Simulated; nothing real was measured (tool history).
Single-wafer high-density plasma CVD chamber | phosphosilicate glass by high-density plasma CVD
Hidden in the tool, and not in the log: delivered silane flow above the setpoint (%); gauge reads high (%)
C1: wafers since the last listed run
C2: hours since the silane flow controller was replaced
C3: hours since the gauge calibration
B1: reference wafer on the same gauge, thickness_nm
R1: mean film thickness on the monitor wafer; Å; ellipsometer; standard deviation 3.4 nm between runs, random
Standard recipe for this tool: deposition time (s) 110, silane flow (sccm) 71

Run 1, hour 0: usual settings but deposition time (s) 115; C1 0; C2 2730.4; C3 648.4; B1 779.552. Result: R1 9024.99 Å.
Run 2, hour 55.2: usual settings but deposition time (s) 115; C1 649; C2 2785.6; C3 703.6; B1 780.163. Result: R1 8974.39 Å.
Run 3, hour 133.5: usual settings but deposition time (s) 115; C1 921; C2 2863.9; C3 781.9; B1 779.042. Result: R1 8956.87 Å.
Run 4, hour 220.2: usual settings; C1 1020; C2 2950.6; C3 868.6; B1 778.891. Result: R1 8537.56 Å.
Run 5, hour 305.8: usual settings; C1 1007; C2 3036.2; C3 954.2; B1 778.653. Result: R1 8532.26 Å.
Run 6, hour 470.1: usual settings but deposition time (s) 96, silane flow (sccm) 66; C1 1934; C2 3200.5; C3 1118.5; B1 779.678. Result: R1 7101.57 Å.
Run 7, hour 524.7: usual settings; C1 642; C2 3255.1; C3 1173.1; B1 778.398. Result: R1 8579.09 Å.
Run 8, hour 601: usual settings; C1 898; C2 3331.4; C3 1249.4; B1 778.014. Result: R1 8553.11 Å.
Run 9, hour 641.4: usual settings; C1 475; C2 3371.8; C3 1289.8; B1 778.659. Result: R1 8549.45 Å.
Run 10, hour 721.9: usual settings; C1 947; C2 3452.3; C3 1370.3; B1 778.776. Result: R1 8551.58 Å.
Run 11, hour 824.7: usual settings; C1 1210; C2 3555.1; C3 1473.1; B1 778.562. Result: R1 8494.78 Å.
Run 12, hour 898.9: usual settings; C1 873; C2 3629.3; C3 1547.3; B1 778.064. Result: R1 8465.92 Å.
Run 13, hour 1006.5: usual settings; C1 1266; C2 3736.9; C3 1654.9; B1 779.353. Result: R1 8530.85 Å.
Run 14, hour 1067.7: usual settings but deposition time (s) 94, silane flow (sccm) 78; C1 720; C2 3798.1; C3 1716.1; B1 779.062. Result: R1 7736.49 Å.
Run 15, hour 1168.9: usual settings but deposition time (s) 94, silane flow (sccm) 78; C1 1191; C2 3899.3; C3 1817.3; B1 778.878. Result: R1 7724.52 Å.
Run 16, hour 1240.4: usual settings but deposition time (s) 94, silane flow (sccm) 78; C1 841; C2 3970.8; C3 1888.8; B1 779.509. Result: R1 7718.68 Å.
Run 17, hour 1327.1: usual settings; C1 1020; C2 4057.5; C3 1975.5; B1 779.06. Result: R1 8478.41 Å.
Run 18, hour 1372.5: usual settings; C1 534; C2 4102.9; C3 2020.9; B1 780.19. Result: R1 8411.26 Å.
Run 19, hour 1453.3: usual settings but deposition time (s) 120, silane flow (sccm) 67; C1 951; C2 4183.7; C3 2101.7; B1 780.105. Result: R1 8848.99 Å.
Run 20, hour 1505.6: usual settings but deposition time (s) 127, silane flow (sccm) 60; C1 615; C2 4236; C3 2154; B1 779.329. Result: R1 8733.63 Å.
Run 21, hour 1555.4: usual settings but deposition time (s) 95, silane flow (sccm) 59; C1 586; C2 4285.8; C3 2203.8; B1 779.507. Result: R1 6450.17 Å.
Run 22, hour 1645.6: usual settings but deposition time (s) 115; C1 1062; C2 4376; C3 2294; B1 778.849. Result: R1 8786.42 Å.
Run 23, hour 1701.2: usual settings but deposition time (s) 126, silane flow (sccm) 83; C1 654; C2 4431.6; C3 2349.6; B1 778.872. Result: R1 10695.14 Å.
Run 24, hour 1784.1: usual settings but silane flow (sccm) 58; C1 976; C2 4514.5; C3 2432.5; B1 779.272. Result: R1 7359.4 Å.
Run 25, hour 1871.3: usual settings but deposition time (s) 97, silane flow (sccm) 77; C1 1026; C2 4601.7; C3 2519.7; B1 778.205. Result: R1 7798.14 Å.
Run 26, hour 2119.3: usual settings but deposition time (s) 121; C1 2920; C2 4849.7; C3 2767.7; B1 778.964. Result: R1 9190.4 Å.
Run 27, hour 2213.6: usual settings; C1 1110; C2 4944; C3 2862; B1 779.248. Result: R1 8369.75 Å.
Run 28, hour 2255.9: usual settings but silane flow (sccm) 58; C1 498; C2 4986.3; C3 2904.3; B1 778.195. Result: R1 7320.91 Å.
At hour 2280.2: silane flow controller replaced.
Run 29, hour 2324.7: usual settings but deposition time (s) 90, silane flow (sccm) 63; C1 715; C2 44.5; C3 2973.1; B1 779.54. Result: R1 6420.38 Å.
At hour 2325: gauge calibrated.
Run 30, hour 2545.1: usual settings but deposition time (s) 97, silane flow (sccm) 77; C1 2595; C2 264.9; C3 220.1; B1 779.684. Result: R1 7998.73 Å.
Run 31, hour 2632.7: usual settings; C1 1031; C2 352.5; C3 307.7; B1 779.444. Result: R1 8502.61 Å.
Run 32, hour 2701.5: usual settings but deposition time (s) 124, silane flow (sccm) 60; C1 810; C2 421.3; C3 376.5; B1 778.767. Result: R1 8681.12 Å.
Run 33, hour 2786.2: usual settings but deposition time (s) 94, silane flow (sccm) 61; C1 997; C2 506; C3 461.2; B1 778.347. Result: R1 6584.31 Å.
Run 34, hour 2831.4: usual settings but deposition time (s) 120, silane flow (sccm) 67; C1 532; C2 551.2; C3 506.4; B1 779.244. Result: R1 8933.49 Å.
Run 35, hour 2926.6: usual settings; C1 1120; C2 646.4; C3 601.6; B1 779.264. Result: R1 8531.04 Å.
Run 36, hour 2978.7: usual settings but deposition time (s) 130, silane flow (sccm) 82; C1 613; C2 698.5; C3 653.7; B1 778.899. Result: R1 11042.93 Å.
Run 37, hour 3043.8: usual settings but deposition time (s) 131, silane flow (sccm) 67; C1 766; C2 763.6; C3 718.8; B1 779.816. Result: R1 9838.67 Å.

Predict each of these 3 candidate next runs independently; none follows another, all start after run 37:
Run A, hour 3044.2: usual settings but deposition time (s) 98; C1 4; C2 764; C3 719.2; B1 ?. Result: R1 ?.
Run B, hour 3044.2: usual settings but deposition time (s) 119, silane flow (sccm) 77; C1 4; C2 764; C3 719.2; B1 ?. Result: R1 ?.
Run C, hour 3044.2: usual settings but deposition time (s) 101, silane flow (sccm) 84; C1 4; C2 764; C3 719.2; B1 ?. Result: R1 ?.

run       B1       R1
  A  779.742  7567.52
  B  779.742  9713.16
  C  779.742  8762.82
Without the tool's hidden state the same runs would have given:
run       R1
  A  7647.49
  B   9815.8
  C  8855.43
